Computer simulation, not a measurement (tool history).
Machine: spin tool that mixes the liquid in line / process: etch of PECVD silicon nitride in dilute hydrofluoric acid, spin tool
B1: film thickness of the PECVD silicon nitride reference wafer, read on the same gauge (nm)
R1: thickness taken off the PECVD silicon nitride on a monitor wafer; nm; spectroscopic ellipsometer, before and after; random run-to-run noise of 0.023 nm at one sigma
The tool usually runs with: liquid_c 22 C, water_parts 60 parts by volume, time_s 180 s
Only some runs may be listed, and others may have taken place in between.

run 1 hour=0 | liquid_c=22 water_parts=60 time_s=180 | B1=149.98 | R1=6.15
run 2 hour=31.6 | liquid_c=22 water_parts=60 time_s=180 | B1=150.02 | R1=6.2
run 3 hour=44.1 | liquid_c=22 water_parts=60 time_s=180 | B1=150.01 | R1=6.14
run 4 hour=78.9 | liquid_c=21 water_parts=60 time_s=180 | B1=150.01 | R1=5.75
run 5 hour=94.7 | liquid_c=21 water_parts=80 time_s=180 | B1=149.99 | R1=4.4
run 6 hour=128.7 | liquid_c=26 water_parts=85 time_s=180 | B1=150 | R1=5.8
-- hour=144.5 gauge calibrated
run 7 hour=162.8 | liquid_c=22 water_parts=70 time_s=255 | B1=150 | R1=7.65
run 8 hour=181.3 | liquid_c=22 water_parts=70 time_s=255 | B1=150.01 | R1=7.66
run 9 hour=194 | liquid_c=19.5 water_parts=85 time_s=245 | B1=150.01 | R1=5.19
run 10 hour=221.8 | liquid_c=19.5 water_parts=70 time_s=245 | B1=149.99 | R1=6.29
run 11 hour=251.4 | liquid_c=22 water_parts=60 time_s=180 | B1=150.01 | R1=6.37
-- hour=256.8 hydrofluoric acid flow meter replaced
-- hour=268.8 thermometer replaced
run 12 hour=269.5 | liquid_c=22 water_parts=40 time_s=240 | B1=150.02 | R1=9.64
run 13 hour=298.3 | liquid_c=19 water_parts=60 time_s=180 | B1=149.99 | R1=3.94
run 14 hour=326.3 | liquid_c=18 water_parts=85 time_s=80 | B1=150.02 | R1=1.18
run 15 hour=348.9 | liquid_c=22 water_parts=60 time_s=180 | B1=149.99 | R1=4.9
run 16 hour=370 | liquid_c=25 water_parts=90 time_s=140 | B1=150 | R1=3.16

Subtracting, for every run, the result it would have given without the tool's unlogged condition from the measured result gives the following. The same run-to-run variation enters both numbers; the gauge's scatter may not:
Hidden state present: liquid hotter than its thermometer reads (K); hydrofluoric acid flow above the setpoint (%); gauge reads high (%).
run=1 R1=+1.3
run=2 R1=+1.34
run=3 R1=+1.34
run=4 R1=+1.28
run=5 R1=+0.99
run=6 R1=+1.3
run=7 R1=+1.79
run=8 R1=+1.81
run=9 R1=+1.24
run=10 R1=+1.53
run=11 R1=+1.56
run=12 R1=+0.05
run=13 R1=+0.04
run=14 R1=+0.02
run=15 R1=+0.09
run=16 R1=+0.07

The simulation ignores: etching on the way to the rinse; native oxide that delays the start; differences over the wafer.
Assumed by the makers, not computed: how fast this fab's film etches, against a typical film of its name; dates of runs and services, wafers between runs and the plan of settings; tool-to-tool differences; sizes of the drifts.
